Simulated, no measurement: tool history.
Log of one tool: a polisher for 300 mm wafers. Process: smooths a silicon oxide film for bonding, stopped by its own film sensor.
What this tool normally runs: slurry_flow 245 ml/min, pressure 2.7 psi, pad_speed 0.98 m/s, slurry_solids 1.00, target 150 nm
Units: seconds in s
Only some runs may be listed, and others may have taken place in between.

run     day  slurry_flow  pressure  pad_speed  slurry_solids  target  wafers since the last listed run  wafers polished on this pad  hours since the slurry nozzle was cleaned  hours since the head pressure was calibrated  hours since the slurry blender was calibrated  incoming thickness of the incoming film, nm  seconds
  1   0.000          245       2.7       0.98           1.00     150                                 0                         6952                                      581.3                                         233.3                                           37.4                                        191.1     42.7
      0.217  -- slurry nozzle cleaned
  2   2.896          245       2.7       0.98           1.00     150                              1043                         7995                                       64.3                                         302.8                                          106.9                                        191.7     43.6
      4.975  -- worn pad replaced by a new one
  3   4.996          245       2.7       0.98           1.00     150                               706                            7                                      114.7                                         353.2                                          157.3                                        191.3     37.3
  4   6.812          245       2.7       0.98           1.00     150                               663                          671                                      158.3                                         396.8                                          200.9                                        190.9     38.9
  5  11.262          245       2.7       0.86           1.00     150                              1626                         2297                                      265.1                                         503.6                                          307.7                                        190.3     45.2
  6  14.892          245       2.7       0.86           1.00     150                              1326                         3623                                      352.2                                         590.7                                          394.8                                        191.5     47.2
     15.888  -- head pressure recalibrated
     17.296  -- slurry blender recalibrated
  7  19.167          245       2.7       0.86           1.00     150                              1501                         5125                                      454.8                                          78.7                                           44.9                                        187.1     42.3
  8  21.417          245       2.7       0.98           1.00     160                               822                         5947                                      508.8                                         132.7                                           98.9                                        191.9     32.8
  9  23.858          245       2.7       0.98           1.00     160                               892                         6840                                      567.4                                         191.3                                          157.5                                        191.1     32.3
     24.250  -- worn pad replaced by a new one
     24.638  -- slurry nozzle cleaned
 10  28.179          245       2.7       0.98           1.00     160                              1503                         1421                                       85.0                                         295.0                                          261.2                                        191.2     29.8
 11  31.567          245       2.7       0.98           1.00     150                              1238                         2659                                      166.3                                         376.3                                          342.5                                        189.0     39.2
 12  35.012          245       2.7       0.98           1.00     150                              1259                         3919                                      249.0                                         459.0                                          425.2                                        187.6     38.4
     39.471  -- head pressure recalibrated
     39.583  -- slurry blender recalibrated
     45.933  -- slurry nozzle cleaned
     46.433  -- worn pad replaced by a new one
 13  46.517          245       3.3       0.98           1.00     157                              4067                           31                                       14.0                                         169.1                                          166.4                                        193.7     27.7
 14  50.067          245       2.7       0.98           1.00     150                              1297                         1328                                       99.2                                         254.3                                          251.6                                        190.7     39.2
 15  52.188          245       2.7       0.98           1.00     150                               775                         2103                                      150.1                                         305.2                                          302.5                                        191.5     41.2
 16  54.067          245       2.7       0.80           1.00     162                               686                         2790                                      195.2                                         350.3                                          347.6                                        189.9     32.7
 17  57.917          210       2.7       0.88           0.90     150                              1407                         4197                                      287.6                                         442.7                                          440.0                                        190.5     48.0
     59.358  -- slurry blender recalibrated
 18  59.608          200       2.7       0.98           1.00     150                               587                         4785                                      328.2                                         483.3                                            6.0                                        186.9     38.4
     61.438  -- head pressure recalibrated
 19  62.962          245       2.7       0.98           0.75     150                              1195                         5981                                      408.7                                          36.6                                           86.5                                        188.4     47.9
 20  64.821          270       2.7       1.20           1.15     161                               679                         6660                                      453.3                                          81.2                                          131.1                                        188.4     22.4
     66.033  -- slurry nozzle cleaned
     66.404  -- worn pad replaced by a new one
 21  67.604          165       2.4       1.10           1.25     150                               941                          439                                       37.7                                         148.0                                          197.9                                        189.1     35.2
 22  71.562          245       3.3       0.98           1.00     150                              1446                         1885                                      132.7                                         243.0                                          292.9                                        189.0     31.8
 23  75.817          245       2.7       0.98           1.00     150                              1554                         3440                                      234.8                                         345.1                                          395.0                                        188.0     39.4
 24  79.925          245       2.7       1.20           0.85     140                              1501                         4942                                      333.4                                         443.7                                          493.6                                        186.7     45.2
     81.046  -- slurry blender recalibrated
 25  82.388          195       2.2       0.98           0.70     150                               869                         5811                                      392.5                                         502.8                                           32.2                                        190.4     64.7
     88.054  -- head pressure recalibrated
 26  88.608          220       2.7       0.98           1.10     163                              2243                         8055                                      541.8                                          13.3                                          181.5                                        190.3     28.0
     89.883  -- worn pad replaced by a new one
 27  90.246          165       2.4       1.10           1.25     150                               537                          133                                      581.1                                          52.6                                          220.8                                        190.3     35.1
     90.304  -- slurry nozzle cleaned
 28  92.433          245       2.7       0.98           1.00     150                               784                          917                                       51.1                                         105.1                                          273.3                                        189.4     37.2

Results per run with the tool's hidden condition removed, run-to-run variation unchanged:
Hidden state present: removal rate lost through wear of the pad, %; slurry flow missing at the pad, %; deviation of the head's pressure from its setpoint, %; abrasive missing from the slurry, %.
run  seconds
  1     37.2
  2     37.9
  3     37.0
  4     37.5
  5     41.6
  6     42.4
  7     37.4
  8     28.8
  9     28.3
 10     28.1
 11     35.9
 12     34.5
 13     27.6
 14     37.2
 15     38.3
 16     30.0
 17     43.2
 18     34.3
 19     42.5
 20     19.7
 21     33.7
 22     28.9
 23     34.8
 24     39.3
 25     55.8
 26     23.9
 27     34.6
 28     35.6

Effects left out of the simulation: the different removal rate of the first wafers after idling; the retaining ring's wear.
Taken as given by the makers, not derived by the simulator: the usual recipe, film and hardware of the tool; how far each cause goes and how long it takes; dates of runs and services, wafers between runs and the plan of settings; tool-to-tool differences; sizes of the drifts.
